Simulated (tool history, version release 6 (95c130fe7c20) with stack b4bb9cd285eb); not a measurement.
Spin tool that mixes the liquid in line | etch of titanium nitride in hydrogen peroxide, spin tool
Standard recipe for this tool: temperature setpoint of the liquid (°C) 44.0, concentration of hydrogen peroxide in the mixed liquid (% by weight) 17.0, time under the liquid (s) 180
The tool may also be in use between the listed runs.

run	day	temperature setpoint of the liquid (°C)	concentration of hydrogen peroxide in the mixed liquid (% by weight)	time under the liquid (s)	read-back film thickness of the titanium nitride reference wafer, read on the same gauge (nm)	thickness taken off the titanium nitride on a monitor wafer (angstrom)
1	0.000	40.5	17.0	180	129.98	66.8
2	1.650	40.5	17.0	180	129.97	67.4
3	3.071	40.5	17.0	180	130.01	66.8
4	4.800	44.0	17.0	180	129.98	87.7
5	7.021	44.0	17.0	180	129.97	87.7
6	8.229	44.0	17.0	180	129.99	87.8
7	10.221	44.0	17.0	180	130.01	87.4
# day 11.296: thermometer replaced
8	12.233	44.0	17.0	180	129.97	86.7
9	14.471	54.0	17.0	180	130.00	181.4
# day 14.738: heated supply line repaired
# day 14.904: peroxide flow meter replaced
# day 14.992: gauge calibrated
# day 16.008: new drum of peroxide connected
10	17.338	53.5	14.5	180	130.01	169.4
11	18.533	44.0	14.0	180	129.97	83.6
12	19.842	44.0	21.0	210	129.97	105.1
13	21.646	39.0	20.5	275	129.99	95.3
14	28.512	44.0	17.0	180	130.01	87.4
15	31.117	35.5	19.0	230	130.01	59.5
16	32.458	44.0	17.0	90	130.00	43.9

Give the tool's hidden conditions for every run:
liquid colder than its thermometer reads (K): 0 in every run
peroxide flow below the setpoint (%): 0 in every run
temperature lost on the way to the wafer (K): 0 in every run
peroxide weaker than its label (%): 0 in every run
gauge reads high (%): 0 in every run
